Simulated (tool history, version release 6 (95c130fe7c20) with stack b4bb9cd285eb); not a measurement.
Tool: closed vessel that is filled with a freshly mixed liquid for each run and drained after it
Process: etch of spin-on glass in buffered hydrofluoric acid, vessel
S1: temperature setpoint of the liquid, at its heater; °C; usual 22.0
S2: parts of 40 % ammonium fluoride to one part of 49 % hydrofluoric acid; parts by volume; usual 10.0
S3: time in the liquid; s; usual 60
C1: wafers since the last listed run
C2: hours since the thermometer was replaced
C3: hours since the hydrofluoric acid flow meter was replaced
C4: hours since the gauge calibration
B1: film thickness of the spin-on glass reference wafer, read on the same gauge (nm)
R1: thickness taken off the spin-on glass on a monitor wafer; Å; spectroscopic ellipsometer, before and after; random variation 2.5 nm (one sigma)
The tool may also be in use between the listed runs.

Run 1, day 0.000: usual settings but S1 23.5 °C; C1 0; C2 1396.7; C3 1628.3; C4 1787.8; B1 50.05. Result: R1 2654.8 Å.
Run 2, day 1.929: usual settings but S2 8.0 parts by volume; C1 5106; C2 1443.0; C3 1674.6; C4 1834.1; B1 49.99. Result: R1 2917.7 Å.
Run 3, day 4.538: usual settings but S2 8.0 parts by volume; C1 6904; C2 1505.6; C3 1737.2; C4 1896.7; B1 49.99. Result: R1 2880.8 Å.
Run 4, day 6.092: usual settings but S2 7.5 parts by volume; C1 4114; C2 1542.9; C3 1774.5; C4 1934.0; B1 49.97. Result: R1 3072.0 Å.
Run 5, day 8.117: usual settings but S2 7.5 parts by volume; C1 5360; C2 1591.5; C3 1823.1; C4 1982.6; B1 49.99. Result: R1 3062.3 Å.
At day 10.433: hydrofluoric acid flow meter replaced.
Run 6, day 10.733: usual settings; C1 6816; C2 1654.3; C3 7.2; C4 2045.4; B1 50.01. Result: R1 2458.3 Å.
Run 7, day 13.579: usual settings; C1 7533; C2 1722.6; C3 75.5; C4 2113.7; B1 50.01. Result: R1 2457.4 Å.
Run 8, day 15.204: usual settings; C1 4301; C2 1761.6; C3 114.5; C4 2152.7; B1 49.98. Result: R1 2457.7 Å.
Run 9, day 17.050: usual settings; C1 4886; C2 1805.9; C3 158.8; C4 2197.0; B1 49.99. Result: R1 2478.2 Å.
Run 10, day 19.171: usual settings; C1 5614; C2 1856.8; C3 209.7; C4 2247.9; B1 50.05. Result: R1 2437.6 Å.
Run 11, day 21.446: usual settings; C1 6022; C2 1911.4; C3 264.3; C4 2302.5; B1 50.01. Result: R1 2491.1 Å.
Run 12, day 24.362: usual settings; C1 7720; C2 1981.4; C3 334.3; C4 2372.5; B1 49.99. Result: R1 2462.0 Å.
Run 13, day 27.504: usual settings but S1 26.0 °C; C1 8316; C2 2056.8; C3 409.7; C4 2447.9; B1 49.98. Result: R1 3043.0 Å.
Run 14, day 30.942: usual settings but S1 24.5 °C, S2 6.0 parts by volume, S3 35 s; C1 9099; C2 2139.3; C3 492.2; C4 2530.4; B1 50.00. Result: R1 2567.2 Å.
Run 15, day 32.488: usual settings; C1 4092; C2 2176.4; C3 529.3; C4 2567.5; B1 49.98. Result: R1 2402.0 Å.
Run 16, day 36.154: usual settings; C1 9706; C2 2264.4; C3 617.3; C4 2655.5; B1 49.98. Result: R1 2431.5 Å.
Run 17, day 39.438: usual settings but S1 20.0 °C, S2 7.5 parts by volume, S3 70 s; C1 8691; C2 2343.2; C3 696.1; C4 2734.3; B1 50.01. Result: R1 3263.4 Å.
Run 18, day 41.308: usual settings but S3 80 s; C1 4952; C2 2388.1; C3 741.0; C4 2779.2; B1 49.96. Result: R1 3198.9 Å.
At day 41.358: gauge calibrated.
Run 19, day 43.308: usual settings but S1 26.5 °C, S2 9.0 parts by volume, S3 80 s; C1 5294; C2 2436.1; C3 789.0; C4 46.8; B1 50.03. Result: R1 4430.0 Å.
Run 20, day 46.433: usual settings but S1 18.5 °C, S2 7.5 parts by volume, S3 45 s; C1 8272; C2 2511.1; C3 864.0; C4 121.8; B1 50.00. Result: R1 1889.9 Å.
Run 21, day 48.558: usual settings but S1 24.5 °C, S3 35 s; C1 5625; C2 2562.1; C3 915.0; C4 172.8; B1 49.98. Result: R1 1598.2 Å.
Run 22, day 50.762: usual settings but S1 24.5 °C, S2 7.5 parts by volume, S3 90 s; C1 5834; C2 2615.0; C3 967.9; C4 225.7; B1 50.00. Result: R1 5185.5 Å.
Run 23, day 52.512: usual settings but S1 26.5 °C, S2 9.0 parts by volume, S3 80 s; C1 4632; C2 2657.0; C3 1009.9; C4 267.7; B1 50.01. Result: R1 4318.2 Å.
At day 52.854: thermometer replaced.
Run 24, day 55.721: usual settings but S1 19.5 °C, S3 75 s; C1 8382; C2 68.8; C3 1086.9; C4 344.7; B1 50.03. Result: R1 2715.8 Å.
Run 25, day 59.888: usual settings but S1 25.5 °C, S2 13.5 parts by volume, S3 85 s; C1 11029; C2 168.8; C3 1186.9; C4 444.7; B1 49.99. Result: R1 3263.9 Å.
Run 26, day 63.529: usual settings but S1 27.0 °C; C1 9640; C2 256.2; C3 1274.3; C4 532.1; B1 50.05. Result: R1 3352.5 Å.
Run 27, day 67.967: usual settings but S3 35 s; C1 11746; C2 362.7; C3 1380.8; C4 638.6; B1 49.97. Result: R1 1465.7 Å.
Run 28, day 69.979: usual settings; C1 5327; C2 411.0; C3 1429.1; C4 686.9; B1 49.99. Result: R1 2484.3 Å.
Run 29, day 74.054: usual settings but S2 6.5 parts by volume, S3 70 s; C1 10787; C2 508.8; C3 1526.9; C4 784.7; B1 49.98. Result: R1 4371.6 Å.
Run 30, day 75.733: usual settings but S2 7.0 parts by volume, S3 45 s; C1 4445; C2 549.1; C3 1567.2; C4 825.0; B1 50.01. Result: R1 2574.1 Å.
Run 31, day 77.429: usual settings; C1 4489; C2 589.8; C3 1607.9; C4 865.7; B1 49.98. Result: R1 2489.7 Å.
Run 32, day 80.704: usual settings but S1 18.5 °C, S2 13.5 parts by volume; C1 8669; C2 668.4; C3 1686.5; C4 944.3; B1 50.03. Result: R1 1516.8 Å.

5 ways to go on from here, each from the tool as it stands after run 32. What would each give?
Run A, day 80.733: usual settings but S1 18.0 °C; C1 77; C2 669.1; C3 1687.2; C4 945.0; B1 ?. Result: R1 ?.
Run B, day 80.733: usual settings but S2 6.0 parts by volume; C1 77; C2 669.1; C3 1687.2; C4 945.0; B1 ?. Result: R1 ?.
Run C, day 80.733: usual settings but S1 24.5 °C, S2 8.0 parts by volume, S3 95 s; C1 77; C2 669.1; C3 1687.2; C4 945.0; B1 ?. Result: R1 ?.
Run D, day 80.733: usual settings but S1 19.0 °C, S2 14.0 parts by volume, S3 90 s; C1 77; C2 669.1; C3 1687.2; C4 945.0; B1 ?. Result: R1 ?.
Run E, day 80.733: usual settings but S1 26.5 °C, S3 45 s; C1 77; C2 669.1; C3 1687.2; C4 945.0; B1 ?. Result: R1 ?.

run     B1      R1
  A  49.97  1957.6
  B  49.97  3945.6
  C  49.97  5384.3
  D  49.97  2235.8
  E  49.97  2350.5
Without the tool's hidden state the same runs would have given:
run      R1
  A  2089.2
  B  4190.3
  C  5761.7
  D  2386.3
  E  2504.2

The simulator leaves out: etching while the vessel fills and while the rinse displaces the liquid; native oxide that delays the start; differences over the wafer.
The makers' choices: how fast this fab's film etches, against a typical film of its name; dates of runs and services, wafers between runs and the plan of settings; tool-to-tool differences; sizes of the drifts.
